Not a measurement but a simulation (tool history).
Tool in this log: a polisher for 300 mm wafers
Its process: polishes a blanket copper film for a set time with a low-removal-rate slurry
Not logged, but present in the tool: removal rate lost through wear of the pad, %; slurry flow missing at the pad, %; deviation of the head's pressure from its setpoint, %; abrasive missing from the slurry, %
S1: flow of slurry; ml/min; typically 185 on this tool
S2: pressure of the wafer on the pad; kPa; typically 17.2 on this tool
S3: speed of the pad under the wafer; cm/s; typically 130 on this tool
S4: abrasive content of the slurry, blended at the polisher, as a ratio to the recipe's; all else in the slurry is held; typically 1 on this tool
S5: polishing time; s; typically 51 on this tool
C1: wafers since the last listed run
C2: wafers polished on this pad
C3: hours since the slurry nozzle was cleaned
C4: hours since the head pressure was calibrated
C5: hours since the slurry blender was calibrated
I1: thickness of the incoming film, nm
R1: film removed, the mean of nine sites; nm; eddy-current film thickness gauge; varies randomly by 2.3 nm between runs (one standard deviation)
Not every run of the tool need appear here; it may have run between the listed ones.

run	hour	S1	S2	S3	S4	S5	C1	C2	C3	C4	C5	I1	R1
1	0	185	17.2	130	1	51	0	3017	258.2	739.6	239.7	740.3	147.2
# hour 8.9: head pressure recalibrated
2	36.7	185	17.2	130	1	51	345	3362	294.9	27.8	276.4	738.9	159.5
3	95.2	185	17.2	130	1.1	51	582	3944	353.4	86.3	334.9	743.9	155.8
# hour 126.1: worn pad replaced by a new one
4	126.6	185	17.2	130	1.1	51	272	5	384.8	117.7	366.3	739.4	156.6
5	169.8	185	17.2	130	1	38	429	435	428	160.9	409.5	752.8	115.6
6	199.9	185	17.2	98	1	51	299	734	458.1	191	439.6	732	113.7
# hour 244.8: slurry nozzle cleaned
7	266.8	185	17.2	130	1	51	655	1390	22	257.9	506.5	743.5	148.2
# hour 318.8: slurry blender recalibrated
8	328.9	165	17.2	130	1.25	51	598	1988	84.1	320	10.1	733.1	153.2
9	357.7	185	17.2	130	1	51	286	2275	112.9	348.8	38.9	744.5	148.3
10	396.6	235	17.2	130	1	40	387	2662	151.8	387.7	77.8	741.1	120.9
11	464.4	185	17.2	130	1	51	674	3337	219.6	455.5	145.6	745.5	142.9
12	531.6	185	17.2	130	1	51	668	4006	286.8	522.7	212.8	723.3	149.8
13	567.8	185	17.2	130	1	51	360	4366	323	558.9	249	752.3	145.8
14	600.3	185	13.1	112	0.8	51	323	4690	355.5	591.4	281.5	736.4	97
15	651.5	245	17.2	92	0.9	39	509	5199	406.7	642.6	332.7	743.1	80.3
# hour 685.6: worn pad replaced by a new one
16	720.9	130	17.2	130	1.15	51	650	351	476.1	712	402.1	729.9	142
# hour 732: head pressure recalibrated
# hour 751.6: slurry nozzle cleaned
17	764.6	185	17.2	130	1	51	405	756	13	32.6	445.8	733.2	162.4
18	830.5	185	17.2	130	1	51	655	1412	78.9	98.5	511.7	746.1	152.7
# hour 859: slurry blender recalibrated
19	880.1	185	17.2	130	1	51	473	1885	128.5	148.1	21.1	740.9	154.6
20	922.2	185	17.2	130	1	51	419	2305	170.6	190.2	63.2	731.9	155.6
21	979.5	135	18.6	130	1	51	570	2875	227.9	247.5	120.5	740.8	151
22	1023.3	185	12.4	168	0.85	61	435	3311	271.7	291.3	164.3	739.3	172.7
23	1060.9	185	17.2	130	0.85	39	374	3685	309.3	328.9	201.9	744	111
# hour 1108.2: worn pad replaced by a new one
24	1110.3	185	17.2	116	1	51	451	20	358.7	378.3	251.3	749.1	132.5
25	1155	185	17.2	130	1	61	444	465	403.4	423	296	731.1	182.8
26	1198.7	185	17.2	130	1	51	434	900	447.1	466.7	339.7	737.2	149.5
# hour 1228.8: slurry nozzle cleaned
27	1241.9	235	17.2	130	1	40	420	1320	13.1	509.9	382.9	733.9	119.4
28	1286.2	185	13.1	130	1	51	440	1761	57.4	554.2	427.2	738.1	120.1
29	1357.3	185	17.2	130	0.9	67	707	2469	128.5	625.3	498.3	740.6	189.3

Branching from run 29: 5 alternative next runs. What would each branch give?
A	1357.7	185	17.2	130	1	51	3	2473	128.9	625.7	498.7	753.7	?
B	1357.7	185	17.2	156	1	51	3	2473	128.9	625.7	498.7	753.7	?
C	1357.7	145	22.8	90	0.9	51	3	2473	128.9	625.7	498.7	753.7	?
D	1357.7	240	17.2	130	1.3	51	3	2473	128.9	625.7	498.7	753.7	?
E	1357.7	185	17.2	130	1.1	46	3	2473	128.9	625.7	498.7	753.7	?

run	R1
A	150.2
B	179.6
C	124.5
D	164.1
E	138.1
Take away the tool's hidden state, keep each run's random variation, and the runs would have read:
run	R1
A	161.5
B	193.1
C	133.9
D	176.4
E	148.4
